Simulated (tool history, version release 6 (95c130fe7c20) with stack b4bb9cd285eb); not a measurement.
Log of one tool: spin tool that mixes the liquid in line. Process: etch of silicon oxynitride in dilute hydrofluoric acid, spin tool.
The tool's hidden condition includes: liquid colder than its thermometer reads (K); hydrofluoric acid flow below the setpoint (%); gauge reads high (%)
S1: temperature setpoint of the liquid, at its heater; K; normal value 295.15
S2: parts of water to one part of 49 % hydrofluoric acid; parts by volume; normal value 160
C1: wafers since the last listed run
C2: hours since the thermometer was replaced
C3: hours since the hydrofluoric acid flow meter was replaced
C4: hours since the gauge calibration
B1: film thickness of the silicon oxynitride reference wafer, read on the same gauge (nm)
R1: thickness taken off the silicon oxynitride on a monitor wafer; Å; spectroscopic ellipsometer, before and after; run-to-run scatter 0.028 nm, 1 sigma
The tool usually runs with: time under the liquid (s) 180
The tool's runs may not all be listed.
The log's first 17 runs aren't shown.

{"run": 18, "day": 33.729, "S1": 295.15, "S2": 130, "time under the liquid (s)": 180, "C1": 579, "C2": 1874.4, "C3": 290.3, "C4": 503.1, "B1": 49.997, "R1": 23.82}
{"run": 19, "day": 35.517, "S1": 295.15, "S2": 160, "time under the liquid (s)": 180, "C1": 388, "C2": 1917.3, "C3": 333.2, "C4": 546.0, "B1": 49.99, "R1": 18.71}
{"run": 20, "day": 37.867, "S1": 291.65, "S2": 160, "time under the liquid (s)": 75, "C1": 510, "C2": 1973.7, "C3": 389.6, "C4": 602.4, "B1": 49.989, "R1": 6.37}
{"run": 21, "day": 39.317, "S1": 295.15, "S2": 115, "time under the liquid (s)": 180, "C1": 314, "C2": 2008.5, "C3": 424.4, "C4": 637.2, "B1": 49.991, "R1": 25.79}
{"run": 22, "day": 41.625, "S1": 295.15, "S2": 160, "time under the liquid (s)": 245, "C1": 501, "C2": 2063.9, "C3": 479.8, "C4": 692.6, "B1": 50.005, "R1": 24.58}
{"run": 23, "day": 43.725, "S1": 297.65, "S2": 200, "time under the liquid (s)": 285, "C1": 455, "C2": 2114.3, "C3": 530.2, "C4": 743.0, "B1": 50.013, "R1": 24.28}
{"run": 24, "day": 46.654, "S1": 296.65, "S2": 160, "time under the liquid (s)": 215, "C1": 635, "C2": 2184.6, "C3": 600.5, "C4": 813.3, "B1": 49.982, "R1": 23.11}
{"day": 47.188, "done": "hydrofluoric acid flow meter replaced"}
{"run": 25, "day": 48.292, "S1": 293.65, "S2": 160, "time under the liquid (s)": 180, "C1": 346, "C2": 2223.9, "C3": 26.5, "C4": 852.6, "B1": 49.997, "R1": 17.8}
{"day": 49.442, "done": "thermometer replaced"}
{"run": 26, "day": 50.679, "S1": 298.65, "S2": 195, "time under the liquid (s)": 180, "C1": 509, "C2": 29.7, "C3": 83.8, "C4": 909.9, "B1": 50.019, "R1": 18.21}
{"run": 27, "day": 53.112, "S1": 295.15, "S2": 160, "time under the liquid (s)": 180, "C1": 528, "C2": 88.1, "C3": 142.2, "C4": 968.3, "B1": 50.009, "R1": 19.16}
{"run": 28, "day": 55.429, "S1": 293.65, "S2": 100, "time under the liquid (s)": 180, "C1": 502, "C2": 143.7, "C3": 197.8, "C4": 1023.9, "B1": 50.016, "R1": 29.17}
{"run": 29, "day": 58.017, "S1": 296.65, "S2": 160, "time under the liquid (s)": 180, "C1": 561, "C2": 205.8, "C3": 259.9, "C4": 1086.0, "B1": 49.969, "R1": 20.25}
{"run": 30, "day": 60.342, "S1": 295.15, "S2": 160, "time under the liquid (s)": 180, "C1": 504, "C2": 261.6, "C3": 315.7, "C4": 1141.8, "B1": 50.013, "R1": 18.46}
{"run": 31, "day": 61.662, "S1": 298.65, "S2": 115, "time under the liquid (s)": 210, "C1": 286, "C2": 293.3, "C3": 347.4, "C4": 1173.5, "B1": 50.022, "R1": 36.27}
{"run": 32, "day": 70.179, "S1": 295.15, "S2": 225, "time under the liquid (s)": 180, "C1": 1848, "C2": 497.7, "C3": 551.8, "C4": 1377.9, "B1": 49.981, "R1": 11.93}
{"run": 33, "day": 72.483, "S1": 295.15, "S2": 160, "time under the liquid (s)": 180, "C1": 500, "C2": 553.0, "C3": 607.1, "C4": 1433.2, "B1": 49.972, "R1": 17.8}

Forecast each of these 4 alternatives for the next run:
{"run": "A", "day": 72.504, "S1": 298.15, "S2": 160, "time under the liquid (s)": 180, "C1": 4, "C2": 553.5, "C3": 607.6, "C4": 1433.7, "B1": "?", "R1": "?"}
{"run": "B", "day": 72.504, "S1": 297.65, "S2": 130, "time under the liquid (s)": 255, "C1": 4, "C2": 553.5, "C3": 607.6, "C4": 1433.7, "B1": "?", "R1": "?"}
{"run": "C", "day": 72.504, "S1": 295.15, "S2": 205, "time under the liquid (s)": 180, "C1": 4, "C2": 553.5, "C3": 607.6, "C4": 1433.7, "B1": "?", "R1": "?"}
{"run": "D", "day": 72.504, "S1": 295.15, "S2": 105, "time under the liquid (s)": 255, "C1": 4, "C2": 553.5, "C3": 607.6, "C4": 1433.7, "B1": "?", "R1": "?"}

run=A B1=50.022 R1=20.25
run=B B1=50.022 R1=35.44
run=C B1=50.022 R1=13.32
run=D B1=50.022 R1=39.89
Take away the tool's hidden state, keep each run's random variation, and the runs would have read:
run=A R1=22.37
run=B R1=39.06
run=C R1=14.73
run=D R1=43.86

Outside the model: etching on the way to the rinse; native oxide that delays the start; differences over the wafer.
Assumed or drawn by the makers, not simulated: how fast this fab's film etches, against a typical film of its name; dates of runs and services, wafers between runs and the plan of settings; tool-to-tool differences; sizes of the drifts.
